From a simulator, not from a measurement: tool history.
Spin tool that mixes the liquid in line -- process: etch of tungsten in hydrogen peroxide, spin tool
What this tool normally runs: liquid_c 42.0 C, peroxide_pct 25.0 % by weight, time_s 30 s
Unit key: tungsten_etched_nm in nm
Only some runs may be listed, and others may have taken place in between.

run    hour  liquid_c  peroxide_pct  time_s  read-back film thickness of the tungsten reference wafer, read on the same gauge (nm)  tungsten_etched_nm
  1     0.0      42.0          25.0      30                                                                                  99.99               54.37
  2    65.9      42.0          25.0      30                                                                                 100.00               54.14
  3   118.9      50.0          25.0      30                                                                                  99.99               90.11
  4   163.9      42.0          25.0      30                                                                                  99.98               53.36
      206.7  -- new drum of peroxide connected
  5   216.1      42.0          25.0      30                                                                                 100.02               53.95
  6   260.2      42.0          25.0      30                                                                                 100.01               53.53
  7   319.6      42.0          25.0      30                                                                                  99.99               53.22
  8   371.6      42.0          25.0      30                                                                                 100.02               53.52
  9   440.8      47.0          25.0      45                                                                                  99.98              109.31
 10   487.6      42.0          25.0      30                                                                                 100.02               52.47
      584.6  -- thermometer replaced
      648.8  -- heated supply line repaired
 11   701.6      42.0          25.0      25                                                                                 100.00               46.76
      702.6  -- new drum of peroxide connected
 12   741.1      42.0          22.5      30                                                                                 100.00               52.85
 13   783.5      48.5          25.0      30                                                                                 100.00               83.54
 14   827.9      42.0          25.0      30                                                                                 100.01               55.67
 15   852.7      42.0          18.5      50                                                                                 100.02               78.89
      858.3  -- gauge calibrated
 16   920.7      42.0          25.0      30                                                                                 100.00               55.55
      948.1  -- peroxide flow meter replaced
 17   959.1      42.0          25.0      35                                                                                 100.00               64.22
 18  1003.9      47.0          23.0      40                                                                                  99.99               95.56
 19  1043.0      42.0          25.0      30                                                                                 100.00               54.86
 20  1076.4      50.0          28.0      30                                                                                  99.98               95.68
 21  1119.0      42.0          25.0      15                                                                                 100.00               27.03
 22  1189.1      36.5          30.0      50                                                                                 100.00               69.07
     1212.9  -- thermometer replaced
 23  1260.7      34.0          30.0      15                                                                                 100.00               17.76
     1272.6  -- new drum of peroxide connected
 24  1299.8      34.5          25.0      30                                                                                  99.98               33.41
 25  1357.1      47.0          25.0      45                                                                                 100.01              113.26
 26  1420.9      42.0          30.0      15                                                                                 100.00               29.71

Here are 4 independent what-if runs from the current tool condition. What would each one return?
  A  1421.3      42.0          25.0      30                                                                                      ?                   ?
  B  1421.3      42.0          27.5      30                                                                                      ?                   ?
  C  1421.3      42.0          18.0      30                                                                                      ?                   ?
  D  1421.3      38.5          25.0      30                                                                                      ?                   ?

run  read-back film thickness of the tungsten reference wafer, read on the same gauge (nm)  tungsten_etched_nm
  A                                                                                 100.01               54.71
  B                                                                                 100.01               57.38
  C                                                                                 100.01               46.42
  D                                                                                 100.01               43.54
Stripped of hidden state, with their random variation kept, the same runs would have yielded:
run  tungsten_etched_nm
  A               57.01
  B               59.80
  C               48.38
  D               45.41
